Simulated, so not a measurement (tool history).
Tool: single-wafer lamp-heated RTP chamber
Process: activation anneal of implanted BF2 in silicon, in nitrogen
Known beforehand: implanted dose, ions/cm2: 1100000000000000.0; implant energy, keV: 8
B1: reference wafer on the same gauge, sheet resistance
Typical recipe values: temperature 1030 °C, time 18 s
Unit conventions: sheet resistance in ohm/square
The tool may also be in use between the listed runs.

run 1 hour=0.0 | temperature=1030 time=18 | B1=166.98 | sheet_resistance=163.44
-- hour=8.1 reflector plate cleaned
run 2 hour=107.5 | temperature=1030 time=18 | B1=167.20 | sheet_resistance=170.07
run 3 hour=146.6 | temperature=1030 time=18 | B1=167.06 | sheet_resistance=169.56
run 4 hour=222.6 | temperature=1030 time=18 | B1=167.14 | sheet_resistance=167.79
-- hour=307.4 pyrometer window cleaned and pyrometer calibrated
run 5 hour=307.9 | temperature=1030 time=18 | B1=167.04 | sheet_resistance=177.92
run 6 hour=355.3 | temperature=1011 time=18 | B1=167.01 | sheet_resistance=203.73
run 7 hour=415.3 | temperature=1011 time=18 | B1=166.91 | sheet_resistance=196.73
run 8 hour=514.9 | temperature=1011 time=18 | B1=166.89 | sheet_resistance=192.91
run 9 hour=567.6 | temperature=1009 time=23 | B1=166.86 | sheet_resistance=182.93
run 10 hour=610.8 | temperature=1009 time=23 | B1=166.99 | sheet_resistance=181.41
run 11 hour=657.3 | temperature=1009 time=23 | B1=167.07 | sheet_resistance=180.86
run 12 hour=696.1 | temperature=1030 time=18 | B1=166.97 | sheet_resistance=164.85
run 13 hour=748.0 | temperature=1030 time=18 | B1=167.01 | sheet_resistance=164.59
-- hour=929.8 reflector plate cleaned
run 14 hour=931.5 | temperature=1030 time=18 | B1=166.93 | sheet_resistance=170.99
run 15 hour=992.0 | temperature=1030 time=18 | B1=167.01 | sheet_resistance=170.95
-- hour=1022.6 pyrometer window cleaned and pyrometer calibrated
run 16 hour=1058.7 | temperature=1030 time=18 | B1=166.88 | sheet_resistance=176.93
run 17 hour=1128.9 | temperature=1030 time=18 | B1=167.08 | sheet_resistance=174.71
run 18 hour=1190.9 | temperature=1030 time=13 | B1=166.99 | sheet_resistance=184.01
run 19 hour=1262.7 | temperature=1030 time=18 | B1=166.95 | sheet_resistance=170.58
run 20 hour=1369.8 | temperature=1002 time=18 | B1=167.13 | sheet_resistance=209.96
run 21 hour=1452.5 | temperature=1047 time=11 | B1=167.17 | sheet_resistance=162.69
run 22 hour=1539.7 | temperature=1056 time=24 | B1=167.01 | sheet_resistance=134.64
run 23 hour=1608.0 | temperature=1039 time=8 | B1=167.02 | sheet_resistance=182.32
-- hour=1636.2 gauge calibrated
run 24 hour=1677.6 | temperature=1056 time=13 | B1=167.07 | sheet_resistance=150.90
-- hour=1720.3 pyrometer window cleaned and pyrometer calibrated
run 25 hour=1766.1 | temperature=1019 time=25 | B1=167.14 | sheet_resistance=169.91
run 26 hour=1809.6 | temperature=1045 time=25 | B1=167.03 | sheet_resistance=147.24
-- hour=1886.4 reflector plate cleaned
run 27 hour=1891.4 | temperature=1016 time=24 | B1=166.86 | sheet_resistance=179.15
run 28 hour=1991.8 | temperature=1030 time=18 | B1=167.07 | sheet_resistance=172.77
run 29 hour=2079.7 | temperature=1047 time=29 | B1=166.97 | sheet_resistance=143.26
run 30 hour=2182.0 | temperature=1030 time=12 | B1=167.10 | sheet_resistance=180.60
run 31 hour=2258.2 | temperature=1004 time=27 | B1=167.06 | sheet_resistance=182.12
run 32 hour=2359.0 | temperature=1052 time=18 | B1=166.95 | sheet_resistance=145.64
-- hour=2386.5 pyrometer window cleaned and pyrometer calibrated
run 33 hour=2438.6 | temperature=1021 time=15 | B1=166.83 | sheet_resistance=189.92

Consider 5 possible next runs. They are alternatives, not a sequence: every one starts from the tool as it was left by run 33. What does each give?
run A hour=2439.0 | temperature=1030 time=18 | B1=? | sheet_resistance=?
run B hour=2439.0 | temperature=1020 time=8 | B1=? | sheet_resistance=?
run C hour=2439.0 | temperature=1020 time=10 | B1=? | sheet_resistance=?
run D hour=2439.0 | temperature=1030 time=14 | B1=? | sheet_resistance=?
run E hour=2439.0 | temperature=1041 time=23 | B1=? | sheet_resistance=?

run=A B1=167.00 sheet_resistance=170.77
run=B B1=167.00 sheet_resistance=226.09
run=C B1=167.00 sheet_resistance=213.61
run=D B1=167.00 sheet_resistance=179.57
run=E B1=167.00 sheet_resistance=154.05
With no hidden state in the tool, these same runs would have given:
run=A sheet_resistance=180.28
run=B sheet_resistance=242.98
run=C sheet_resistance=229.99
run=D sheet_resistance=191.65
run=E sheet_resistance=160.45

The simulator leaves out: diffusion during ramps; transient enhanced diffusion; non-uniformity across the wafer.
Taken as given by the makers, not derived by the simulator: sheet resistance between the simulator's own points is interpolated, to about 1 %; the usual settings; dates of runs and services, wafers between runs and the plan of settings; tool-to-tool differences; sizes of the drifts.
